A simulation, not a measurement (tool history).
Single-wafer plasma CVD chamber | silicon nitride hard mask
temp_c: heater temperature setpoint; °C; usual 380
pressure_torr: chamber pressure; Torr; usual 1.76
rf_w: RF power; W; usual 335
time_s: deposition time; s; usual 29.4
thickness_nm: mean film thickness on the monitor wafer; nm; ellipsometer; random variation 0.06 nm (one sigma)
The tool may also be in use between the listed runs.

run     day  temp_c  pressure_torr  rf_w  time_s  read-back reference wafer on the same gauge, thickness_nm  thickness_nm
  1       0     380           1.76   335    25.4                                                       31.1        31.345
  2   0.417     380           1.76   335      32                                                     31.109         39.57
  3   1.112     380           1.76   335      32                                                     31.101        39.374
  4   1.379     380           1.76   335    29.4                                                     31.102        36.282
  5   1.979     380           1.76   335    29.4                                                     31.095        36.089
      2.279  -- gauge calibrated
  6   2.417     380           1.76   385    29.4                                                     31.114        40.227
  7   3.079     380           1.76   385    29.4                                                     31.099        40.168
  8   3.742     380           1.76   305    29.4                                                     31.094        33.487
  9   4.062     375           1.76   335    29.4                                                     31.101        36.197
       4.85  -- thermocouple changed; heater temperature recalibrated
 10   4.871     380           1.76   335    29.4                                                     31.105        36.159
 11   5.092     380           1.76   335    29.4                                                     31.109        36.144
 12   5.508     380           1.76   335    29.4                                                     31.109        36.112
      6.388  -- RF generator calibrated
 13   6.408     380           1.42   335    29.4                                                     31.109        35.373
 14   6.675     386           1.43   335    29.4                                                     31.114         35.47
 15   7.012     384           1.76   315    29.4                                                     31.093        36.351
      7.512  -- capacitance manometer re-zeroed and calibrated
 16   7.533     380           1.76   335    27.3                                                     31.097        35.599
      8.008  -- showerhead replaced, of another model than before
 17   8.029     385           1.76   400    33.9                                                     31.101         51.38
 18   8.042     380           1.76   335    29.4                                                     31.098        38.222
      8.358  -- gauge calibrated
 19   8.617     380           1.93   335      24                                                     31.108        31.968
 20   9.033     380           1.33   355    29.4                                                     31.106        37.328
 21   9.421     374           1.33   335    29.4                                                     31.096        35.434
 22   9.812     368           1.76   335    29.4                                                     31.112        38.405
 23  10.367     380           1.76   335    31.3                                                     31.102        40.727
 24  10.883     374           1.76   335    32.7                                                     31.108        42.529
 25  11.625     380           1.76   335    29.4                                                       31.1        38.114
 26  12.046     380           2.04   335    29.4                                                     31.095        39.525

The tool's hidden state at each run:
wafer temperature above the value expected at the setpoint (K): 0 in every run
true pressure above the setpoint (%): 0 in every run
gauge reads high (%): 0 in every run
H1: delivered RF power above the setpoint (%)
run      H1
  1   -7.39
  2   -7.42
  3   -7.47
  4   -7.49
  5   -7.54
  6   -7.57
  7   -7.62
  8   -7.68
  9    -7.7
 10   -7.76
 11   -7.78
 12   -7.81
 13  -0.798
 14  -0.819
 15  -0.845
 16  -0.885
 17  -0.923
 18  -0.924
 19  -0.969
 20      -1
 21   -1.03
 22   -1.06
 23    -1.1
 24   -1.14
 25    -1.2
 26   -1.23
